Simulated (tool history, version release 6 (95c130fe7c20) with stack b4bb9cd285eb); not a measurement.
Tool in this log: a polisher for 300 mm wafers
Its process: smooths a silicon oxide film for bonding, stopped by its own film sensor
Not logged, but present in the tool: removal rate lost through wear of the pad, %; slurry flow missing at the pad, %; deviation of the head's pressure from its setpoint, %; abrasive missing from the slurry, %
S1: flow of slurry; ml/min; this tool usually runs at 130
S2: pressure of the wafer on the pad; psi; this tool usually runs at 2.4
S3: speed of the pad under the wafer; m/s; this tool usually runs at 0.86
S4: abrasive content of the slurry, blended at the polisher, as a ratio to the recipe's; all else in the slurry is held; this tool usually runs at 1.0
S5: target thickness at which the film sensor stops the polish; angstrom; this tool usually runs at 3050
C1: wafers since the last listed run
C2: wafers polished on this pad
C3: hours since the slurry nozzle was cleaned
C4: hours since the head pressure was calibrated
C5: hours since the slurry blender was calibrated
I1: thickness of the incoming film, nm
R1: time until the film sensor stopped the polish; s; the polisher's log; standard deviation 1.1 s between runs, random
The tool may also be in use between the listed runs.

| run | hour | S1 | S2 | S3 | S4 | S5 | C1 | C2 | C3 | C4 | C5 | I1 | R1 |
|---|---|---|---|---|---|---|---|---|---|---|---|---|---|
| 1 | 0.0 | 105 | 2.4 | 0.86 | 1.0 | 3050 | 0 | 71 | 140.3 | 289.8 | 475.8 | 385.0 | 118.7 |
|  | 41.5 | slurry blender recalibrated |
| 2 | 60.0 | 105 | 2.4 | 0.86 | 1.0 | 3050 | 548 | 619 | 200.3 | 349.8 | 18.5 | 385.2 | 109.7 |
| 3 | 102.9 | 105 | 2.4 | 0.86 | 1.0 | 3050 | 405 | 1025 | 243.2 | 392.7 | 61.4 | 387.3 | 115.6 |
|  | 107.7 | slurry nozzle cleaned |
|  | 131.4 | worn pad replaced by a new one |
| 4 | 131.9 | 130 | 2.4 | 0.86 | 1.1 | 3050 | 226 | 4 | 24.2 | 421.7 | 90.4 | 395.0 | 107.5 |
| 5 | 160.0 | 130 | 2.4 | 0.86 | 1.1 | 3050 | 265 | 270 | 52.3 | 449.8 | 118.5 | 393.5 | 106.3 |
| 6 | 200.1 | 130 | 2.4 | 0.86 | 1.0 | 3050 | 378 | 649 | 92.4 | 489.9 | 158.6 | 391.0 | 106.6 |
|  | 251.9 | head pressure recalibrated |
| 7 | 252.9 | 130 | 2.4 | 0.86 | 1.0 | 3050 | 480 | 1129 | 145.2 | 1.0 | 211.4 | 397.4 | 119.6 |
|  | 267.0 | worn pad replaced by a new one |
| 8 | 317.0 | 130 | 2.4 | 0.86 | 1.0 | 3050 | 568 | 472 | 209.3 | 65.1 | 275.5 | 391.5 | 114.1 |
|  | 338.1 | slurry nozzle cleaned |
| 9 | 352.2 | 100 | 2.4 | 1.02 | 1.0 | 3050 | 323 | 795 | 14.1 | 100.3 | 310.7 | 389.4 | 104.0 |
|  | 403.3 | worn pad replaced by a new one |
| 10 | 407.2 | 155 | 2.4 | 0.96 | 1.0 | 3050 | 482 | 36 | 69.1 | 155.3 | 365.7 | 390.2 | 99.0 |

What will run 11 give?
| 11 | 434.0 | 130 | 2.4 | 0.86 | 1.1 | 3050 | 253 | 289 | 95.9 | 182.1 | 392.5 | 384.9 | ? |

{"run 11": {"R1": 100.8}}
Minus the tool's unlogged condition, the same run would have read R1 94.1 s.

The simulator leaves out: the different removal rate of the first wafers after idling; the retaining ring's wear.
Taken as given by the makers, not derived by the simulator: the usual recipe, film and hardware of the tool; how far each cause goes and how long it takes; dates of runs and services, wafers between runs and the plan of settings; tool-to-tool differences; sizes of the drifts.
